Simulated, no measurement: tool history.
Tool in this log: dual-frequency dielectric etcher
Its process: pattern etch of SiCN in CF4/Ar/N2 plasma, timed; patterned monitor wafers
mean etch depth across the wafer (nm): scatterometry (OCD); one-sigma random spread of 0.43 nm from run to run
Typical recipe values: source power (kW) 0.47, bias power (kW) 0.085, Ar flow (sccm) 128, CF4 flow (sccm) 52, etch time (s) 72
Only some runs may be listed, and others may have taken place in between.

run	hour	source power (kW)	bias power (kW)	Ar flow (sccm)	CF4 flow (sccm)	etch time (s)	wafers since the last listed run	hours since the last wet clean	hours since the last source power generator calibration	hours since the last bias power generator calibration	hours since the last Ar flow controller change	hours since the last CF4 flow controller change	hours since the last upper electrode change	hours since the gauge calibration	read-back reference wafer on the same gauge, depth_nm	mean etch depth across the wafer (nm)
1	0	0.47	0.085	128	60	72	0	428.5	239	146.2	1927.5	354.2	569.1	2957.7	67.4	62.1
2	84.5	0.47	0.085	128	52	72	1197	513	323.5	230.7	2012	438.7	653.6	3042.2	67.3	59.7
3	120.8	0.57	0.085	143	52	72	514	549.3	359.8	267	2048.3	475	689.9	3078.5	67.2	67.9
# hour 200.2: wet clean of the chamber
4	216.1	0.44	0.095	128	52	72	1010	15.9	455.1	362.3	2143.6	570.3	785.2	3173.8	67	59.7
5	286.1	0.35	0.085	151	52	89.5	992	85.9	525.1	432.3	2213.6	640.3	855.2	3243.8	66.8	57.4
6	353.5	0.47	0.085	128	52	72	955	153.3	592.5	499.7	2281	707.7	922.6	3311.2	66.8	59.8
7	448.8	0.58	0.101	128	52	63	1350	248.6	687.8	595	2376.3	803	1017.9	3406.5	66.5	65.9
8	518	0.47	0.085	128	52	72	980	317.8	757	664.2	2445.5	872.2	1087.1	3475.7	66.2	60.1
9	611.8	0.47	0.085	128	52	72	1329	411.6	850.8	758	2539.3	966	1180.9	3569.5	65.8	59.7
10	739.2	0.47	0.085	128	52	72	1805	539	978.2	885.4	2666.7	1093.4	1308.3	3696.9	65.7	59
11	833.6	0.47	0.08	140	48	83.5	1338	633.4	1072.6	979.8	2761.1	1187.8	1402.7	3791.3	65.5	64
# hour 865.2: Ar flow controller replaced
# hour 876: gauge calibrated
12	897.2	0.47	0.105	128	52	72	816	697	1136.2	1043.4	32	1251.4	1466.3	21.2	70.4	68.7
13	949.1	0.47	0.085	159	48	72	735	748.9	1188.1	1095.3	83.9	1303.3	1518.2	73.1	70.2	59.1
# hour 978.2: wet clean of the chamber
14	1021.4	0.56	0.093	128	58	72	684	43.2	1260.4	1167.6	156.2	1375.6	1590.5	145.4	70.2	76.3
15	1098.8	0.47	0.085	128	52	72	1097	120.6	1337.8	1245	233.6	1453	1667.9	222.8	70.4	62.2
16	1147.3	0.56	0.085	128	52	92	687	169.1	1386.3	1293.5	282.1	1501.5	1716.4	271.3	70.3	92
17	1246.4	0.4	0.085	111	52	72	1404	268.2	1485.4	1392.6	381.2	1600.6	1815.5	370.4	70.2	57.5
18	1312.5	0.47	0.085	103	52	90	936	334.3	1551.5	1458.7	447.3	1666.7	1881.6	436.5	70.4	81.8

Run 19, settings as shown, results not yet in. Your forecast:
19	1416.6	0.47	0.085	128	52	87	1475	438.4	1655.6	1562.8	551.4	1770.8	1985.7	540.6	?	?

{"run 19": {"read-back reference wafer on the same gauge, depth_nm": 70.3, "mean etch depth across the wafer (nm)": 75.7}}
Had the tool carried no hidden state, the very same run would have given mean etch depth across the wafer (nm) 76.5.

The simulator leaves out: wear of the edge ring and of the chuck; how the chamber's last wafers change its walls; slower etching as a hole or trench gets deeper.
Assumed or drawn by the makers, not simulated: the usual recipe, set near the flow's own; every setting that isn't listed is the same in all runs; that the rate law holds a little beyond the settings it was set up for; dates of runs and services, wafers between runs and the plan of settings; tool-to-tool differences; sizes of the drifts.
